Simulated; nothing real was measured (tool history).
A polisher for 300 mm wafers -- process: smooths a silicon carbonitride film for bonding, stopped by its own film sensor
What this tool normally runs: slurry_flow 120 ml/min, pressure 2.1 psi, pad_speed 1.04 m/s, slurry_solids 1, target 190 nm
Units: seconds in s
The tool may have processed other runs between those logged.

run	day	slurry_flow	pressure	pad_speed	slurry_solids	target	wafers since the last listed run	wafers polished on this pad	hours since the slurry nozzle was cleaned	hours since the head pressure was calibrated	hours since the slurry blender was calibrated	incoming thickness of the incoming film, nm	seconds
1	0	120	2.1	1.04	1.15	190	0	84	191.9	532.7	273.8	213.4	106.9
2	0.954	120	2.1	1.04	1.15	190	222	306	214.8	555.6	296.7	209.8	92.8
3	1.658	120	2.1	1.04	1.15	190	164	471	231.7	572.5	313.6	206.5	75.9
4	2.667	120	2.1	1.04	1	190	235	706	255.9	596.7	337.8	210.3	99
# day 2.946: worn pad replaced by a new one
5	3.821	120	2.1	1.04	1	190	230	203	283.6	624.4	365.5	208.5	92.3
6	4.838	120	2.1	1.04	1	190	237	441	308	648.8	389.9	209.7	100.2
7	5.458	120	2.1	1.04	1	190	144	585	322.9	663.7	404.8	208.8	94.6
# day 5.646: head pressure recalibrated
# day 6.996: worn pad replaced by a new one
8	7.017	120	2.1	1.04	1	190	305	4	360.3	32.9	442.2	213.7	117.4
9	7.508	120	2.1	1.04	1	190	114	119	372.1	44.7	454	213.2	118.9
# day 7.767: slurry blender recalibrated
# day 8.85: slurry nozzle cleaned
10	8.962	120	2.1	1.04	1	190	310	429	2.7	79.6	28.7	208.9	85.8
11	9.538	95	2.1	1.04	1	184	134	563	16.5	93.4	42.5	210.3	122.5
# day 10.808: worn pad replaced by a new one
12	10.829	120	2.1	1.04	1.3	194	262	4	47.5	124.4	73.5	209.6	62.9
13	11.975	120	2.4	1.24	1	190	267	271	75	151.9	101	213.3	83.5
14	13.329	120	2.1	1.04	1	185	315	587	107.5	184.4	133.5	207.7	107.8
15	13.967	120	2.5	1.04	0.9	193	148	736	122.8	199.7	148.8	212.3	79.7
16	14.867	120	2.1	1.04	1	190	209	946	144.4	221.3	170.4	213.1	109.5
# day 15.108: worn pad replaced by a new one
17	15.642	145	1.7	1.04	1.15	190	141	124	163	239.9	189	212.8	119.4
18	16.196	120	2.1	1.04	1	190	129	253	176.3	253.2	202.3	211.7	104.4
19	16.7	120	2.8	0.82	0.9	184	117	371	188.4	265.3	214.4	209.7	116.7
20	17.475	120	2.1	1.04	1	190	180	551	207	283.9	233	207	83.4

Consider 4 possible next runs. They are alternatives, not a sequence: every one starts from the tool as it was left by run 20. What does each give?
A	17.492	120	2.1	1.04	1	190	3	555	207.4	284.3	233.4	210.8	?
B	17.492	85	1.8	1.04	0.9	196	3	555	207.4	284.3	233.4	210.8	?
C	17.492	145	2.1	1.28	1	196	3	555	207.4	284.3	233.4	210.8	?
D	17.492	105	2.1	1.04	0.75	186	3	555	207.4	284.3	233.4	210.8	?

run	seconds
A	99
B	93.7
C	57.9
D	141.8
The same runs, with their run-to-run variation unchanged, on a tool lacking any hidden condition would have given:
run	seconds
A	92.1
B	85.7
C	54.4
D	131
